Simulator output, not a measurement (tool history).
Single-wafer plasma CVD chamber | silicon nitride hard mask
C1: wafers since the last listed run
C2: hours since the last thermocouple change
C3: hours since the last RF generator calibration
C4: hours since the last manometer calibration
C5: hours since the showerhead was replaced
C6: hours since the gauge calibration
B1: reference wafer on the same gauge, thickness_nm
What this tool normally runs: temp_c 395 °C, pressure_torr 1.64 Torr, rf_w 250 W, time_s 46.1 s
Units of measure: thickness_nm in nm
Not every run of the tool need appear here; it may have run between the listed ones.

run 1 hour=0.0 | temp_c=395 pressure_torr=1.64 rf_w=260 time_s=52.7 | C1=0 C2=655.8 C3=1040.0 C4=452.7 C5=3931.1 C6=285.1 | B1=44.276 | thickness_nm=54.562
run 2 hour=67.9 | temp_c=395 pressure_torr=1.64 rf_w=260 time_s=52.7 | C1=1095 C2=723.7 C3=1107.9 C4=520.6 C5=3999.0 C6=353.0 | B1=44.289 | thickness_nm=54.778
run 3 hour=100.4 | temp_c=395 pressure_torr=1.64 rf_w=250 time_s=46.1 | C1=524 C2=756.2 C3=1140.4 C4=553.1 C5=4031.5 C6=385.5 | B1=44.299 | thickness_nm=46.982
run 4 hour=172.1 | temp_c=395 pressure_torr=1.64 rf_w=225 time_s=49.9 | C1=1156 C2=827.9 C3=1212.1 C4=624.8 C5=4103.2 C6=457.2 | B1=44.309 | thickness_nm=48.785
run 5 hour=199.7 | temp_c=395 pressure_torr=1.64 rf_w=225 time_s=49.9 | C1=445 C2=855.5 C3=1239.7 C4=652.4 C5=4130.8 C6=484.8 | B1=44.296 | thickness_nm=49.035
run 6 hour=262.7 | temp_c=395 pressure_torr=1.64 rf_w=250 time_s=46.1 | C1=1016 C2=918.5 C3=1302.7 C4=715.4 C5=4193.8 C6=547.8 | B1=44.320 | thickness_nm=47.134
run 7 hour=313.5 | temp_c=395 pressure_torr=1.64 rf_w=250 time_s=46.1 | C1=819 C2=969.3 C3=1353.5 C4=766.2 C5=4244.6 C6=598.6 | B1=44.319 | thickness_nm=46.679
run 8 hour=341.8 | temp_c=395 pressure_torr=1.64 rf_w=250 time_s=46.1 | C1=456 C2=997.6 C3=1381.8 C4=794.5 C5=4272.9 C6=626.9 | B1=44.392 | thickness_nm=46.525
run 9 hour=382.5 | temp_c=395 pressure_torr=1.64 rf_w=240 time_s=41.4 | C1=656 C2=1038.3 C3=1422.5 C4=835.2 C5=4313.6 C6=667.6 | B1=44.275 | thickness_nm=41.152
run 10 hour=424.7 | temp_c=395 pressure_torr=1.64 rf_w=240 time_s=41.4 | C1=680 C2=1080.5 C3=1464.7 C4=877.4 C5=4355.8 C6=709.8 | B1=44.319 | thickness_nm=41.210
-- hour=435.8 capacitance manometer re-zeroed and calibrated
run 11 hour=455.1 | temp_c=395 pressure_torr=1.64 rf_w=240 time_s=41.4 | C1=361 C2=1110.9 C3=1495.1 C4=19.3 C5=4386.2 C6=740.2 | B1=44.343 | thickness_nm=41.871
-- hour=484.6 RF generator calibrated
run 12 hour=495.5 | temp_c=395 pressure_torr=1.64 rf_w=250 time_s=46.1 | C1=522 C2=1151.3 C3=10.9 C4=59.7 C5=4426.6 C6=780.6 | B1=44.365 | thickness_nm=47.712
run 13 hour=523.8 | temp_c=395 pressure_torr=1.64 rf_w=250 time_s=46.1 | C1=456 C2=1179.6 C3=39.2 C4=88.0 C5=4454.9 C6=808.9 | B1=44.279 | thickness_nm=47.558
run 14 hour=572.6 | temp_c=395 pressure_torr=1.64 rf_w=240 time_s=41.4 | C1=787 C2=1228.4 C3=88.0 C4=136.8 C5=4503.7 C6=857.7 | B1=44.248 | thickness_nm=42.241
run 15 hour=607.7 | temp_c=395 pressure_torr=1.29 rf_w=250 time_s=39.5 | C1=566 C2=1263.5 C3=123.1 C4=171.9 C5=4538.8 C6=892.8 | B1=44.265 | thickness_nm=37.800
-- hour=622.7 gauge calibrated
run 16 hour=642.5 | temp_c=395 pressure_torr=1.64 rf_w=250 time_s=46.1 | C1=561 C2=1298.3 C3=157.9 C4=206.7 C5=4573.6 C6=19.8 | B1=44.249 | thickness_nm=47.913
run 17 hour=677.7 | temp_c=395 pressure_torr=1.85 rf_w=265 time_s=54.7 | C1=567 C2=1333.5 C3=193.1 C4=241.9 C5=4608.8 C6=55.0 | B1=44.289 | thickness_nm=60.355
run 18 hour=703.6 | temp_c=388 pressure_torr=1.46 rf_w=250 time_s=54.4 | C1=417 C2=1359.4 C3=219.0 C4=267.8 C5=4634.7 C6=80.9 | B1=44.358 | thickness_nm=54.211
run 19 hour=734.1 | temp_c=395 pressure_torr=1.64 rf_w=250 time_s=46.1 | C1=492 C2=1389.9 C3=249.5 C4=298.3 C5=4665.2 C6=111.4 | B1=44.206 | thickness_nm=47.335
run 20 hour=800.0 | temp_c=395 pressure_torr=1.84 rf_w=250 time_s=46.1 | C1=1063 C2=1455.8 C3=315.4 C4=364.2 C5=4731.1 C6=177.3 | B1=44.245 | thickness_nm=48.988
run 21 hour=844.4 | temp_c=388 pressure_torr=1.46 rf_w=250 time_s=54.4 | C1=716 C2=1500.2 C3=359.8 C4=408.6 C5=4775.5 C6=221.7 | B1=44.367 | thickness_nm=54.185
-- hour=894.1 thermocouple changed; heater temperature recalibrated
run 22 hour=915.9 | temp_c=395 pressure_torr=1.98 rf_w=250 time_s=46.1 | C1=1024 C2=21.8 C3=431.3 C4=480.1 C5=4847.0 C6=293.2 | B1=44.349 | thickness_nm=49.662
run 23 hour=947.1 | temp_c=395 pressure_torr=1.64 rf_w=280 time_s=46.1 | C1=503 C2=53.0 C3=462.5 C4=511.3 C5=4878.2 C6=324.4 | B1=44.338 | thickness_nm=50.086
-- hour=1011.4 showerhead replaced
run 24 hour=1018.4 | temp_c=395 pressure_torr=1.64 rf_w=290 time_s=46.1 | C1=1021 C2=124.3 C3=533.8 C4=582.6 C5=7.0 C6=395.7 | B1=44.329 | thickness_nm=50.565
run 25 hour=1094.8 | temp_c=387 pressure_torr=1.86 rf_w=250 time_s=46.1 | C1=1232 C2=200.7 C3=610.2 C4=659.0 C5=83.4 C6=472.1 | B1=44.303 | thickness_nm=48.864
run 26 hour=1144.1 | temp_c=395 pressure_torr=1.64 rf_w=250 time_s=46.1 | C1=795 C2=250.0 C3=659.5 C4=708.3 C5=132.7 C6=521.4 | B1=44.361 | thickness_nm=46.642
run 27 hour=1207.0 | temp_c=389 pressure_torr=1.64 rf_w=300 time_s=46.1 | C1=1014 C2=312.9 C3=722.4 C4=771.2 C5=195.6 C6=584.3 | B1=44.301 | thickness_nm=51.155
-- hour=1301.9 capacitance manometer re-zeroed and calibrated
run 28 hour=1302.4 | temp_c=395 pressure_torr=1.64 rf_w=250 time_s=46.1 | C1=1410 C2=408.3 C3=817.8 C4=0.5 C5=291.0 C6=679.7 | B1=44.340 | thickness_nm=47.716

Consider 5 possible next runs. They are alternatives, not a sequence: every one starts from the tool as it was left by run 28. What does each give?
run A hour=1302.8 | temp_c=395 pressure_torr=1.64 rf_w=250 time_s=46.1 | C1=6 C2=408.7 C3=818.2 C4=0.9 C5=291.4 C6=680.1 | B1=? | thickness_nm=?
run B hour=1302.8 | temp_c=395 pressure_torr=1.64 rf_w=250 time_s=49.7 | C1=6 C2=408.7 C3=818.2 C4=0.9 C5=291.4 C6=680.1 | B1=? | thickness_nm=?
run C hour=1302.8 | temp_c=395 pressure_torr=1.91 rf_w=215 time_s=41.3 | C1=6 C2=408.7 C3=818.2 C4=0.9 C5=291.4 C6=680.1 | B1=? | thickness_nm=?
run D hour=1302.8 | temp_c=406 pressure_torr=1.93 rf_w=230 time_s=41.9 | C1=6 C2=408.7 C3=818.2 C4=0.9 C5=291.4 C6=680.1 | B1=? | thickness_nm=?
run E hour=1302.8 | temp_c=395 pressure_torr=1.26 rf_w=210 time_s=49.5 | C1=6 C2=408.7 C3=818.2 C4=0.9 C5=291.4 C6=680.1 | B1=? | thickness_nm=?

run=A B1=44.302 thickness_nm=47.378
run=B B1=44.302 thickness_nm=51.071
run=C B1=44.302 thickness_nm=41.321
run=D B1=44.302 thickness_nm=43.220
run=E B1=44.302 thickness_nm=43.155
Had the tool no hidden state, the same runs would have come out as:
run=A thickness_nm=47.409
run=B thickness_nm=51.104
run=C thickness_nm=41.347
run=D thickness_nm=43.248
run=E thickness_nm=43.186

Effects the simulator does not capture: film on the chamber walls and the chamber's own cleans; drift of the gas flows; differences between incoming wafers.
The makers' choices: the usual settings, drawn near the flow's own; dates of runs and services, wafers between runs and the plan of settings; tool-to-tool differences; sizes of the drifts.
